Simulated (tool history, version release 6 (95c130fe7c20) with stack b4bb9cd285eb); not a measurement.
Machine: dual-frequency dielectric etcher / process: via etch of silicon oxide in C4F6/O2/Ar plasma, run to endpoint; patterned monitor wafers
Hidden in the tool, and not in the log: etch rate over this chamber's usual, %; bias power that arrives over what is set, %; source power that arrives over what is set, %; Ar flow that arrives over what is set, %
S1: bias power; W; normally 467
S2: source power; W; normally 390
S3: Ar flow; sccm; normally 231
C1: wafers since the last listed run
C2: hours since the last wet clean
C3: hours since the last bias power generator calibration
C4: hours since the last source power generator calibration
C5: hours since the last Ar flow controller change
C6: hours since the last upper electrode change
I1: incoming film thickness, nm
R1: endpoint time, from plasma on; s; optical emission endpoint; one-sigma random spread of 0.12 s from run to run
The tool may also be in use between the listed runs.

| run | hour | S1 | S2 | S3 | C1 | C2 | C3 | C4 | C5 | C6 | I1 | R1 |
|---|---|---|---|---|---|---|---|---|---|---|---|---|
| 1 | 0 | 442 | 340 | 231 | 0 | 286 | 2864.3 | 1990.8 | 1818.8 | 3509.2 | 126.1 | 29.3 |
| 2 | 98.2 | 390 | 440 | 231 | 1261 | 384.2 | 2962.5 | 2089 | 1917 | 3607.4 | 126.7 | 28.8 |
|  | 168.4 | wet clean of the chamber |
| 3 | 201 | 390 | 440 | 231 | 1012 | 32.6 | 3065.3 | 2191.8 | 2019.8 | 3710.2 | 126.5 | 27.7 |
| 4 | 277.3 | 390 | 440 | 231 | 979 | 108.9 | 3141.6 | 2268.1 | 2096.1 | 3786.5 | 125.3 | 27.6 |
| 5 | 430.2 | 467 | 390 | 231 | 1963 | 261.8 | 3294.5 | 2421 | 2249 | 3939.4 | 127.3 | 28.5 |
| 6 | 509.2 | 467 | 390 | 231 | 1014 | 340.8 | 3373.5 | 2500 | 2328 | 4018.4 | 125.9 | 28.4 |
| 7 | 558.6 | 467 | 390 | 231 | 634 | 390.2 | 3422.9 | 2549.4 | 2377.4 | 4067.8 | 126.8 | 28.6 |
| 8 | 619.2 | 467 | 390 | 231 | 778 | 450.8 | 3483.5 | 2610 | 2438 | 4128.4 | 125.8 | 28.8 |
|  | 647.8 | wet clean of the chamber |
| 9 | 661.8 | 467 | 390 | 231 | 238 | 14 | 3526.1 | 2652.6 | 2480.6 | 4171 | 126.7 | 27.3 |
| 10 | 752.7 | 512 | 390 | 231 | 1167 | 104.9 | 3617 | 2743.5 | 2571.5 | 4261.9 | 126.5 | 27.1 |
| 11 | 823.2 | 512 | 390 | 231 | 905 | 175.4 | 3687.5 | 2814 | 2642 | 4332.4 | 125.6 | 27 |
|  | 867.3 | upper electrode replaced |
|  | 914.9 | source power generator calibrated |
| 12 | 924.6 | 467 | 390 | 231 | 942 | 276.8 | 3788.9 | 9.7 | 2743.4 | 57.3 | 125.1 | 27.8 |
|  | 960.5 | Ar flow controller replaced |
|  | 1000.2 | bias power generator calibrated |
| 13 | 1006.9 | 572 | 420 | 202 | 928 | 359.1 | 6.7 | 92 | 46.4 | 139.6 | 126 | 26.1 |
| 14 | 1050.9 | 390 | 440 | 231 | 565 | 403.1 | 50.7 | 136 | 90.4 | 183.6 | 127.2 | 29.1 |
|  | 1094.6 | wet clean of the chamber |
| 15 | 1104.6 | 467 | 290 | 284 | 381 | 10 | 104.4 | 189.7 | 144.1 | 237.3 | 126 | 29.6 |
| 16 | 1193.1 | 390 | 440 | 231 | 1136 | 98.5 | 192.9 | 278.2 | 232.6 | 325.8 | 126.6 | 28 |
| 17 | 1295.4 | 467 | 390 | 231 | 1313 | 200.8 | 295.2 | 380.5 | 334.9 | 428.1 | 126.4 | 27.8 |
| 18 | 1360.7 | 417 | 320 | 252 | 838 | 266.1 | 360.5 | 445.8 | 400.2 | 493.4 | 125.9 | 30.7 |
| 19 | 1427.5 | 528 | 340 | 212 | 857 | 332.9 | 427.3 | 512.6 | 467 | 560.2 | 126.2 | 28.3 |
| 20 | 1469.1 | 516 | 350 | 231 | 534 | 374.5 | 468.9 | 554.2 | 508.6 | 601.8 | 126.2 | 28.6 |
| 21 | 1531.1 | 467 | 390 | 231 | 796 | 436.5 | 530.9 | 616.2 | 570.6 | 663.8 | 124.3 | 28.1 |
|  | 1563.3 | wet clean of the chamber |
| 22 | 1605.4 | 467 | 390 | 231 | 645 | 42.1 | 605.2 | 690.5 | 644.9 | 738.1 | 127.2 | 27.5 |
| 23 | 1676.2 | 467 | 360 | 231 | 909 | 112.9 | 676 | 761.3 | 715.7 | 808.9 | 126.9 | 28.6 |
| 24 | 1719 | 498 | 390 | 231 | 549 | 155.7 | 718.8 | 804.1 | 758.5 | 851.7 | 125 | 27.2 |

Consider 4 possible next runs. They are alternatives, not a sequence: every one starts from the tool as it was left by run 24. What does each give?
| A | 1719.4 | 467 | 390 | 231 | 5 | 156.1 | 719.2 | 804.5 | 758.9 | 852.1 | 126.4 | ? |
| B | 1719.4 | 351 | 390 | 202 | 5 | 156.1 | 719.2 | 804.5 | 758.9 | 852.1 | 126.4 | ? |
| C | 1719.4 | 561 | 460 | 249 | 5 | 156.1 | 719.2 | 804.5 | 758.9 | 852.1 | 126.4 | ? |
| D | 1719.4 | 467 | 390 | 257 | 5 | 156.1 | 719.2 | 804.5 | 758.9 | 852.1 | 126.4 | ? |

| run | R1 |
|---|---|
| A | 27.9 |
| B | 29.7 |
| C | 25.6 |
| D | 28.2 |
With the hidden condition removed and each run's random variation left untouched, the same runs would have given:
| run | R1 |
|---|---|
| A | 27.1 |
| B | 28.8 |
| C | 24.8 |
| D | 27.4 |
